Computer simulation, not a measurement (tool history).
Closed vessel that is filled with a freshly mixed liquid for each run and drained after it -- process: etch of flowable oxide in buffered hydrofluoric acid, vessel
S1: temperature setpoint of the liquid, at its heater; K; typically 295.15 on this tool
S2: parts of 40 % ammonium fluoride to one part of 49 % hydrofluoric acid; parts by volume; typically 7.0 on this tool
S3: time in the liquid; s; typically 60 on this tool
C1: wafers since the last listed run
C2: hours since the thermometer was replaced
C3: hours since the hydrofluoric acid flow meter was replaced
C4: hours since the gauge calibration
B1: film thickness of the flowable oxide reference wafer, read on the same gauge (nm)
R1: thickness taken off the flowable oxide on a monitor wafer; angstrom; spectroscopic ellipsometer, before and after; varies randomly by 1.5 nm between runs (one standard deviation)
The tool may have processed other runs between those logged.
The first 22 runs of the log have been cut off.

| run | hour | S1 | S2 | S3 | C1 | C2 | C3 | C4 | B1 | R1 |
|---|---|---|---|---|---|---|---|---|---|---|
|  | 569.3 | hydrofluoric acid flow meter replaced |
| 23 | 590.2 | 292.65 | 8.0 | 80 | 3777 | 238.5 | 20.9 | 487.1 | 149.96 | 2389.0 |
| 24 | 610.0 | 295.15 | 7.0 | 60 | 2366 | 258.3 | 40.7 | 506.9 | 150.04 | 2394.7 |
| 25 | 630.2 | 290.65 | 7.0 | 75 | 2414 | 278.5 | 60.9 | 527.1 | 150.03 | 2349.3 |
| 26 | 662.7 | 295.15 | 9.5 | 85 | 3885 | 311.0 | 93.4 | 559.6 | 149.99 | 2493.3 |
| 27 | 684.3 | 292.15 | 7.0 | 70 | 2582 | 332.6 | 115.0 | 581.2 | 150.04 | 2368.1 |
| 28 | 708.2 | 299.15 | 8.5 | 35 | 2857 | 356.5 | 138.9 | 605.1 | 150.03 | 1411.7 |
| 29 | 738.2 | 295.15 | 7.0 | 60 | 3586 | 386.5 | 168.9 | 635.1 | 149.96 | 2367.8 |
| 30 | 768.1 | 295.15 | 7.0 | 35 | 3574 | 416.4 | 198.8 | 665.0 | 150.05 | 1408.1 |
| 31 | 781.2 | 292.15 | 5.0 | 45 | 1566 | 429.5 | 211.9 | 678.1 | 149.96 | 2017.3 |
| 32 | 876.4 | 292.15 | 5.0 | 45 | 11380 | 524.7 | 307.1 | 773.3 | 150.04 | 2016.4 |
| 33 | 888.6 | 293.65 | 7.0 | 35 | 1458 | 536.9 | 319.3 | 785.5 | 149.98 | 1275.6 |

4 options for the next run, each taken on its own from the tool as it stands now. Forecast them:
| A | 889.3 | 295.15 | 9.5 | 60 | 83 | 537.6 | 320.0 | 786.2 | ? | ? |
| B | 889.3 | 298.65 | 9.0 | 50 | 83 | 537.6 | 320.0 | 786.2 | ? | ? |
| C | 889.3 | 292.65 | 7.0 | 60 | 83 | 537.6 | 320.0 | 786.2 | ? | ? |
| D | 889.3 | 299.15 | 8.0 | 75 | 83 | 537.6 | 320.0 | 786.2 | ? | ? |

| run | B1 | R1 |
|---|---|---|
| A | 150.02 | 1749.5 |
| B | 150.02 | 1825.9 |
| C | 150.02 | 2067.5 |
| D | 150.02 | 3196.9 |
Take away the tool's hidden state, keep each run's random variation, and the runs would have read:
| run | R1 |
|---|---|
| A | 1749.5 |
| B | 1825.9 |
| C | 2067.5 |
| D | 3196.9 |

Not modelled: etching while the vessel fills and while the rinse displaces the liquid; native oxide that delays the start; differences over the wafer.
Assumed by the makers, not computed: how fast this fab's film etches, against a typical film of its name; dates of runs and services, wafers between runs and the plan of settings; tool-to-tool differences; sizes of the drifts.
